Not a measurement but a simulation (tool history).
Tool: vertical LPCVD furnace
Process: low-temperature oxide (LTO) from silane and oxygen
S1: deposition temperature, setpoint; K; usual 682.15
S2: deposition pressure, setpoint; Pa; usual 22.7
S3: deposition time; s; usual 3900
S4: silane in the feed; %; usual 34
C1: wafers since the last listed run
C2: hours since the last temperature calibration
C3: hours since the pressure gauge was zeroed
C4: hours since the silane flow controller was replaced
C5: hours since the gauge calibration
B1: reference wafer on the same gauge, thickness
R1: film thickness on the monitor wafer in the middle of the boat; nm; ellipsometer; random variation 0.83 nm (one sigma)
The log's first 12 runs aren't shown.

run   hour      S1    S2    S3  S4   C1      C2      C3      C4     C5      B1      R1
 13  139.6  682.15  22.7  3900  34  175  3315.8  2787.5  5964.6  288.2  445.12  444.65
 14  155.5  686.15  19.3  3900  36  214  3331.7  2803.4  5980.5  304.1  444.79  425.99
 15  171.4  678.15  22.7  2670  34  214  3347.6  2819.3  5996.4  320.0  444.90  290.51
 16  218.2  682.15  19.3  2700  34  631  3394.4  2866.1  6043.2  366.8  444.89  260.72
 17  229.7  685.15  20.7  3900  34  155  3405.9  2877.6  6054.7  378.3  445.07  418.42
 18  243.5  682.15  22.7  3900  34  186  3419.7  2891.4  6068.5  392.1  444.82  445.10
     269.7  -- gauge calibrated
     289.6  -- silane flow controller replaced
     295.3  -- thermocouples replaced and temperature profile calibrated
 19  295.8  682.15  22.7  3900  34  306     0.5  2943.7     6.2   26.1  445.09  444.87
 20  312.9  682.15  22.7  3900  34  230    17.6  2960.8    23.3   43.2  444.92  445.37
 21  325.1  682.15  22.7  3900  34  164    29.8  2973.0    35.5   55.4  445.10  443.23
     358.7  -- pressure gauge zeroed
 22  359.2  691.15  28.0  3900  34  136    63.9     0.5    69.6   89.5  445.03  626.28
 23  363.8  672.15  17.3  3900  41   62    68.5     5.1    74.2   94.1  444.92  397.31
 24  368.3  682.15  22.7  3900  34   60    73.0     9.6    78.7   98.6  445.02  460.53
 25  375.9  682.15  18.0  3900  34  102    80.6    17.2    86.3  106.2  445.08  363.16
 26  383.7  682.15  22.7  2550  34  105    88.4    25.0    94.1  114.0  445.08  299.71
 27  395.6  677.15  22.7  2670  34  160   100.3    36.9   106.0  125.9  444.93  297.49
 28  412.8  682.15  22.7  2400  34  232   117.5    54.1   123.2  143.1  444.98  282.34
 29  426.4  676.15  18.0  3900  40  183   131.1    67.7   136.8  156.7  445.06  418.19
 30  444.1  682.15  22.7  2520  34  238   148.8    85.4   154.5  174.4  445.05  295.56
 31  462.2  682.15  22.7  2700  34  244   166.9   103.5   172.6  192.5  444.98  317.76
 32  481.2  682.15  18.7  3900  34  256   185.9   122.5   191.6  211.5  445.14  375.53

Forecast each of these 3 alternatives for the next run:
  A  485.8  682.15  22.7  3900  34  62  190.5  127.1  196.2  216.1   ?   ?
  B  485.8  682.15  22.7  4770  37  62  190.5  127.1  196.2  216.1   ?   ?
  C  485.8  687.15  22.7  3510  34  62  190.5  127.1  196.2  216.1   ?   ?

run      B1      R1
  A  444.84  456.22
  B  444.84  622.54
  C  444.84  433.92
Without the tool's hidden state the same runs would have given:
run      R1
  A  462.17
  B  630.66
  C  439.58
